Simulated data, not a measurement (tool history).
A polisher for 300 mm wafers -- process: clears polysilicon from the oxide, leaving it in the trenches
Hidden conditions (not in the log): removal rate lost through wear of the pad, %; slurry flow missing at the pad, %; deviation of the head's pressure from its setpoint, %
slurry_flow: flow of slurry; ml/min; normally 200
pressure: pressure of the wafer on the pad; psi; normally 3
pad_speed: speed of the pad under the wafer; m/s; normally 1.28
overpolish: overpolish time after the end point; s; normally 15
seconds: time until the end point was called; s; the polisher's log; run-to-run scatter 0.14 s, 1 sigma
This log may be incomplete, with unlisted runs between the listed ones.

run,hour,slurry_flow,pressure,pad_speed,overpolish,wafers since the last listed run,wafers polished on this pad,hours since the slurry nozzle was cleaned,hours since the head pressure was calibrated,"incoming thickness of the incoming film, nm",seconds
1,0,200,3,1.54,15,0,318,739.6,703.4,632.3,26.9
2,11.8,200,3,1.54,15,173,492,751.4,715.2,627.3,26.8
3,18,200,3,1.54,15,91,583,757.6,721.4,623.2,26.7
4,31.2,200,3,1.28,15,194,777,770.8,734.6,627.9,31.1
# hour 45.4: worn pad replaced by a new one
5,45.9,200,3,1.28,15,157,7,785.5,749.3,627.9,31
6,54.8,200,3,1.28,15,131,139,794.4,758.2,640.8,31.3
7,61.1,200,3,1.28,15,92,231,800.7,764.5,626.2,30.9
8,67.2,200,3,1.28,15,89,321,806.8,770.6,629,31.2
9,78.6,200,3.3,1.28,15,167,489,818.2,782,632,29.3
10,91.2,200,3.3,1.28,15,185,675,830.8,794.6,625.7,28.9
11,102.2,185,3,1.28,8,162,837,841.8,805.6,641.1,32.1
12,108.8,185,3,1.28,8,97,934,848.4,812.2,620.7,31.4
# hour 113.1: slurry nozzle cleaned
# hour 116.2: worn pad replaced by a new one
13,120.6,185,3,1.28,8,113,64,7.5,824,618.3,30.7
14,128.6,200,3.3,1.28,15,117,181,15.5,832,627,28.7
15,134.9,255,3.6,1.28,15,92,274,21.8,838.3,627.2,26.4
16,152.8,140,3.6,1.54,20,263,538,39.7,856.2,636.1,24.7
17,162.5,245,2.6,1.28,22,142,681,49.4,865.9,618.2,33.8
18,179.4,200,3,1.28,24,248,930,66.3,882.8,618.6,31.5
# hour 185.7: worn pad replaced by a new one
19,187.5,200,3,1.28,15,60,26,74.4,890.9,636.4,31.9

What will run 20 give?
# hour 194.8: head pressure recalibrated
20,197.1,200,2.4,1.28,21,111,138,84,2.3,625.3,?

{"run 20": {"seconds": 34.5}}
Had the tool carried no hidden state, the very same run would have given seconds 34 s.
